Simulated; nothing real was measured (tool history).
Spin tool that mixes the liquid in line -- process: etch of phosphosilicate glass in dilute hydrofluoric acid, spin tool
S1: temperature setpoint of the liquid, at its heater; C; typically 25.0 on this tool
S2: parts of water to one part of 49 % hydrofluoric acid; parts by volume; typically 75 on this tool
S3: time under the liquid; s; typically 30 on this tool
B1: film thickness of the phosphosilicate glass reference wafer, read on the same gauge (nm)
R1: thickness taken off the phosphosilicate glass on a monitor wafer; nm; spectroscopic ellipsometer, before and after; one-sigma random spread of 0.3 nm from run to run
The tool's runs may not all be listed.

{"run": 1, "hour": 0.0, "S1": 25.0, "S2": 75, "S3": 30, "B1": 119.98, "R1": 96.38}
{"run": 2, "hour": 7.0, "S1": 25.0, "S2": 75, "S3": 30, "B1": 120.02, "R1": 96.4}
{"run": 3, "hour": 18.2, "S1": 25.0, "S2": 75, "S3": 30, "B1": 120.0, "R1": 96.48}
{"run": 4, "hour": 28.7, "S1": 25.0, "S2": 75, "S3": 30, "B1": 119.99, "R1": 96.66}
{"run": 5, "hour": 39.2, "S1": 25.0, "S2": 75, "S3": 30, "B1": 120.01, "R1": 96.72}
{"run": 6, "hour": 56.4, "S1": 25.0, "S2": 75, "S3": 30, "B1": 120.02, "R1": 96.65}
{"run": 7, "hour": 67.0, "S1": 25.0, "S2": 75, "S3": 30, "B1": 120.02, "R1": 96.8}
{"run": 8, "hour": 76.3, "S1": 25.0, "S2": 75, "S3": 30, "B1": 120.0, "R1": 96.8}
{"run": 9, "hour": 88.2, "S1": 25.0, "S2": 75, "S3": 30, "B1": 120.01, "R1": 96.66}
{"run": 10, "hour": 101.4, "S1": 25.0, "S2": 75, "S3": 30, "B1": 120.01, "R1": 97.02}
{"hour": 112.2, "done": "thermometer replaced"}
{"run": 11, "hour": 124.6, "S1": 25.0, "S2": 75, "S3": 30, "B1": 120.02, "R1": 88.57}
{"hour": 131.7, "done": "gauge calibrated"}
{"run": 12, "hour": 141.2, "S1": 25.0, "S2": 75, "S3": 30, "B1": 119.98, "R1": 88.62}
{"run": 13, "hour": 149.0, "S1": 25.0, "S2": 75, "S3": 30, "B1": 119.96, "R1": 88.64}
{"run": 14, "hour": 163.0, "S1": 28.5, "S2": 100, "S3": 30, "B1": 120.04, "R1": 74.1}
{"run": 15, "hour": 173.9, "S1": 25.0, "S2": 75, "S3": 50, "B1": 119.99, "R1": 148.42}
{"run": 16, "hour": 188.3, "S1": 28.5, "S2": 35, "S3": 40, "B1": 119.99, "R1": 307.89}
{"run": 17, "hour": 205.4, "S1": 21.5, "S2": 85, "S3": 20, "B1": 119.97, "R1": 44.74}
{"run": 18, "hour": 218.3, "S1": 22.0, "S2": 65, "S3": 50, "B1": 119.99, "R1": 153.22}
{"run": 19, "hour": 230.1, "S1": 30.0, "S2": 110, "S3": 30, "B1": 119.98, "R1": 70.22}
{"run": 20, "hour": 236.9, "S1": 30.0, "S2": 110, "S3": 20, "B1": 119.99, "R1": 47.02}
{"run": 21, "hour": 246.2, "S1": 29.5, "S2": 95, "S3": 45, "B1": 120.0, "R1": 122.54}
{"hour": 260.3, "done": "hydrofluoric acid flow meter replaced"}
{"run": 22, "hour": 261.9, "S1": 20.0, "S2": 45, "S3": 45, "B1": 119.98, "R1": 189.12}
{"run": 23, "hour": 274.7, "S1": 29.5, "S2": 100, "S3": 20, "B1": 120.02, "R1": 51.27}
{"run": 24, "hour": 282.6, "S1": 25.0, "S2": 75, "S3": 30, "B1": 119.98, "R1": 89.02}
{"run": 25, "hour": 289.4, "S1": 20.0, "S2": 45, "S3": 45, "B1": 120.0, "R1": 188.08}
{"run": 26, "hour": 306.6, "S1": 21.5, "S2": 75, "S3": 45, "B1": 120.01, "R1": 115.45}
{"run": 27, "hour": 316.5, "S1": 25.0, "S2": 75, "S3": 30, "B1": 120.02, "R1": 89.27}
{"run": 28, "hour": 331.9, "S1": 25.0, "S2": 40, "S3": 40, "B1": 119.99, "R1": 233.51}

Alternative continuations, all from the tool just after run 28; predict every row:
{"run": "A", "hour": 332.3, "S1": 25.0, "S2": 75, "S3": 30, "B1": "?", "R1": "?"}
{"run": "B", "hour": 332.3, "S1": 23.0, "S2": 110, "S3": 50, "B1": "?", "R1": "?"}
{"run": "C", "hour": 332.3, "S1": 29.0, "S2": 110, "S3": 20, "B1": "?", "R1": "?"}
{"run": "D", "hour": 332.3, "S1": 20.5, "S2": 100, "S3": 30, "B1": "?", "R1": "?"}

run=A B1=120.01 R1=89.14
run=B B1=120.01 R1=89.55
run=C B1=120.01 R1=45.13
run=D B1=120.01 R1=54.07
With the hidden condition removed and each run's random variation left untouched, the same runs would have given:
run=A R1=88.25
run=B R1=88.66
run=C R1=44.71
run=D R1=53.53
